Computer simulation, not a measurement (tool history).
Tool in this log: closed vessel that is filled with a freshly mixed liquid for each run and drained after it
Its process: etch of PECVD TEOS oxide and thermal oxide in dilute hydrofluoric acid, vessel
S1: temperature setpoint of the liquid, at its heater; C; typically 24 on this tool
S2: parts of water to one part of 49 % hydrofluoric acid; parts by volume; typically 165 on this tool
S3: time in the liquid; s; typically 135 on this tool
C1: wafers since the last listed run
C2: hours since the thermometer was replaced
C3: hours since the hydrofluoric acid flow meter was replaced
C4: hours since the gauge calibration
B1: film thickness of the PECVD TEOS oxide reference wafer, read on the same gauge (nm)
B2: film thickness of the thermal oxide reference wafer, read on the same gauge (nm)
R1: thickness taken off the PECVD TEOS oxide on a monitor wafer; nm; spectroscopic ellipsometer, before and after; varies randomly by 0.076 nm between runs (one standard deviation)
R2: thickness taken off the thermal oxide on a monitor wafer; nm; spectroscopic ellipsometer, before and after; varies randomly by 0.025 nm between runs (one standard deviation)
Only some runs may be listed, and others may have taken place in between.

run	day	S1	S2	S3	C1	C2	C3	C4	B1	B2	R1	R2
1	0	24	165	135	0	1829.6	1205.9	361.1	30	129.991	7.55	3.632
2	3.012	24	165	135	6129	1901.9	1278.2	433.4	30	130.04	7.52	3.66
3	6.646	25.5	165	180	7392	1989.1	1365.4	520.6	30	130.003	10.45	5.134
4	11.079	20	165	135	9019	2095.5	1471.8	627	30.01	129.997	6.37	3.093
5	13.275	24	165	155	4467	2148.2	1524.5	679.7	29.98	130.012	8.56	4.141
# day 13.325: hydrofluoric acid flow meter replaced
6	25.575	24	165	135	24940	2443.4	294	974.9	30	129.991	7.46	3.589
7	28.229	24	165	135	5400	2507.1	357.7	1038.6	29.99	129.993	7.41	3.518
8	29.942	24	165	135	3484	2548.2	398.8	1079.7	30	130.015	7.33	3.605
9	33.004	24	165	100	6230	2621.7	472.3	1153.2	30	129.976	5.46	2.656
10	35.683	28	100	160	5450	2686	536.6	1217.5	29.98	130.037	17.69	8.68
11	37.767	24	165	135	4238	2736	586.6	1267.5	29.97	129.974	7.37	3.537
12	39.771	28.5	195	105	4077	2784.1	634.7	1315.6	30	130.003	5.46	2.687
13	44.242	24	165	135	9096	2891.4	742	1422.9	30.01	130.009	7.35	3.508
14	46.288	24	165	110	4162	2940.5	791.1	1472	29.99	129.987	6.01	2.867
15	48.983	20	165	135	5484	3005.2	855.8	1536.7	30	129.981	6.17	3.009
16	52.654	24	240	210	7468	3093.3	943.9	1624.8	30.02	130.029	7.16	3.514
# day 52.721: thermometer replaced
17	55.112	24	165	135	4916	57.4	1002.9	1683.8	30	129.988	8.11	3.921
18	57.271	20	195	65	4391	109.2	1054.7	1735.6	30	129.992	2.69	1.331
19	61.429	28	165	200	8460	209	1154.5	1835.4	29.96	130.021	13.65	6.77
20	65.304	20.5	110	135	7884	302	1247.5	1928.4	29.99	129.979	11.19	5.367
# day 65.917: gauge calibrated
21	68.317	19.5	165	190	6129	374.3	1319.8	57.6	30.02	129.997	9.39	4.557
22	70.317	24	140	70	4069	422.3	1367.8	105.6	30.01	130.025	5.08	2.416
23	83.346	26.5	220	70	26508	735	1680.5	418.3	29.99	130.004	3.22	1.524
# day 83.446: hydrofluoric acid flow meter replaced
24	86.675	19.5	165	185	6688	814.9	77.5	498.2	29.99	130.04	9.01	4.427
25	90.392	24	165	115	7561	904.1	166.7	587.4	30.01	129.977	6.76	3.26
26	93.254	29	165	180	5823	972.8	235.4	656.1	30.01	129.988	12.51	6.086

Run-by-run hidden state of the tool:
hydrofluoric acid flow above the setpoint (%): 0, the same for each run
gauge reads high (%): 0, the same for each run
H1: liquid colder than its thermometer reads (K)
run	H1
1	2.16
2	2.22
3	2.3
4	2.38
5	2.43
6	2.67
7	2.73
8	2.76
9	2.82
10	2.88
11	2.92
12	2.96
13	3.05
14	3.09
15	3.14
16	3.22
17	0.307
18	0.35
19	0.433
20	0.511
21	0.571
22	0.611
23	0.872
24	0.939
25	1.01
26	1.07
